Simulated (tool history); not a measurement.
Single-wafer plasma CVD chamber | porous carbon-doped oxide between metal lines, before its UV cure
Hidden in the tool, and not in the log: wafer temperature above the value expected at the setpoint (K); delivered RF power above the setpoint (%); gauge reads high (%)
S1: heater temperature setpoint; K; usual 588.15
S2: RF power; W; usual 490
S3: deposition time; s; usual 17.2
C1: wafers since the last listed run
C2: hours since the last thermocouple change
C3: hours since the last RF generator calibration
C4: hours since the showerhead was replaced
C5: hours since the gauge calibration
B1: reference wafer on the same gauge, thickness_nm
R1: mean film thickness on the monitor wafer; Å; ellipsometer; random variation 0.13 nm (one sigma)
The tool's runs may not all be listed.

run   hour      S1   S2    S3   C1      C2      C3      C4     C5      B1       R1
  1    0.0  588.15  490  17.2    0  2275.0  1370.7  7549.6   24.2  75.703   845.70
  2   13.1  588.15  490  17.2  255  2288.1  1383.8  7562.7   37.3  75.692   846.06
  3   42.5  588.15  490  17.2  574  2317.5  1413.2  7592.1   66.7  75.704   844.82
  4   63.3  588.15  490  14.5  406  2338.3  1434.0  7612.9   87.5  75.683   716.84
  5   95.8  588.15  490  14.5  634  2370.8  1466.5  7645.4  120.0  75.697   716.50
  6  129.8  588.15  490  14.9  664  2404.8  1500.5  7679.4  154.0  75.690   732.72
  7  146.7  588.15  490  14.9  330  2421.7  1517.4  7696.3  170.9  75.718   734.37
  8  168.4  588.15  490  14.9  423  2443.4  1539.1  7718.0  192.6  75.693   733.29
  9  189.3  584.15  535  17.2  408  2464.3  1560.0  7738.9  213.5  75.712   902.23
 10  217.6  584.15  535  17.2  552  2492.6  1588.3  7767.2  241.8  75.683   901.64
 11  245.4  584.15  535  17.2  543  2520.4  1616.1  7795.0  269.6  75.680   902.44
 12  271.6  598.15  490  17.2  511  2546.6  1642.3  7821.2  295.8  75.718   804.99
 13  289.2  598.15  490  17.2  343  2564.2  1659.9  7838.8  313.4  75.686   802.90
 14  311.4  588.15  490  17.2  433  2586.4  1682.1  7861.0  335.6  75.701   837.36
 15  336.0  588.15  490  17.2  480  2611.0  1706.7  7885.6  360.2  75.702   836.49
 16  363.6  594.15  490  15.5  539  2638.6  1734.3  7913.2  387.8  75.686   736.53
 17  395.8  595.15  405  18.3  629  2670.8  1766.5  7945.4  420.0  75.703   755.30
     396.7  -- gauge calibrated
 18  411.9  602.15  535  20.6  314  2686.9  1782.6  7961.5   15.2  75.692   984.06
     423.6  -- thermocouple changed; heater temperature recalibrated
     434.0  -- RF generator calibrated
 19  435.7  575.15  490  19.9  152    12.1     1.7  7985.3   39.0  75.717  1075.91
 20  448.5  588.15  540  17.2  250    24.9    14.5  7998.1   51.8  75.684   934.04
 21  470.9  588.15  490  17.2  437    47.3    36.9  8020.5   74.2  75.684   878.19

Run 22 comes next. What will it give?
 22  495.2  588.15  490  14.5  474  71.6  61.2  8044.8  98.5   ?   ?

{"run 22": {"B1": 75.717, "R1": 747.28}}
Without the tool's hidden state the same run would have given R1 746.99 Å.
